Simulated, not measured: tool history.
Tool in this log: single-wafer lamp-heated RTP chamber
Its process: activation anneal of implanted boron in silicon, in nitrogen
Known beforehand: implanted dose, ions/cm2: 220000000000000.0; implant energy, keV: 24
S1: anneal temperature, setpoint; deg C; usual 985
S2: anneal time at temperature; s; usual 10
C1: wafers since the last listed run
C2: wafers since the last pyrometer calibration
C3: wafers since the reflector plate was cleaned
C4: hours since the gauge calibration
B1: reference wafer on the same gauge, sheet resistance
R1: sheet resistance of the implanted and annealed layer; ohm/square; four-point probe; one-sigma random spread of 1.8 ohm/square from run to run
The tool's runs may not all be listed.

run,hour,S1,S2,C1,C2,C3,C4,B1,R1
1,0,962,10,0,2012,9798,704.4,486.41,455
2,74.6,985,10,809,2822,10608,779,485.7,429.27
# hour 84.9: reflector plate cleaned
# hour 85.8: pyrometer window cleaned and pyrometer calibrated
3,353.8,985,10,2932,2908,2908,1058.2,486.09,430.78
# hour 367: pyrometer window cleaned and pyrometer calibrated
4,416.9,985,10,598,541,3506,1121.3,485.79,429.53
# hour 493.6: gauge calibrated
5,506.8,985,10,975,1517,4482,13.2,485.93,429.34
6,580.5,985,10,799,2317,5282,86.9,485.85,429.11
# hour 635.7: pyrometer window cleaned and pyrometer calibrated
7,680.4,985,10,997,484,6279,186.8,485.78,430.09
8,787.2,1000,13,1159,1643,7438,293.6,486.54,420.3
9,854.1,970,13,726,2370,8164,360.5,485.88,437.82
# hour 878: pyrometer window cleaned and pyrometer calibrated
10,932.3,999,7,761,589,8926,438.7,485.45,423.49
# hour 972.7: reflector plate cleaned
11,984,973,13,474,1063,122,490.4,486.3,445.96
12,1026.6,1004,15,462,1526,584,533,486.12,421.47
13,1068.6,985,10,455,1982,1040,575,486.18,433.24
# hour 1127.1: pyrometer window cleaned and pyrometer calibrated
14,1134.3,962,12,626,77,1666,640.7,485.92,462.65
15,1212.4,1005,12,847,925,2514,718.8,486.26,417.82
16,1317.9,996,8,1145,2070,3659,824.3,486.18,423.95

5 ways to go on from here, each from the tool as it stands after run 16. What would each give?
A,1318.3,985,10,4,2074,3663,824.7,?,?
B,1318.3,977,7,4,2074,3663,824.7,?,?
C,1318.3,1001,14,4,2074,3663,824.7,?,?
D,1318.3,965,15,4,2074,3663,824.7,?,?
E,1318.3,969,7,4,2074,3663,824.7,?,?

run,B1,R1
A,486.12,430.73
B,486.12,440.26
C,486.12,421.82
D,486.12,449.93
E,486.12,450.87
With no hidden state in the tool, these same runs would have given:
run,R1
A,435.85
B,447.97
C,423.74
D,461.36
E,461.35
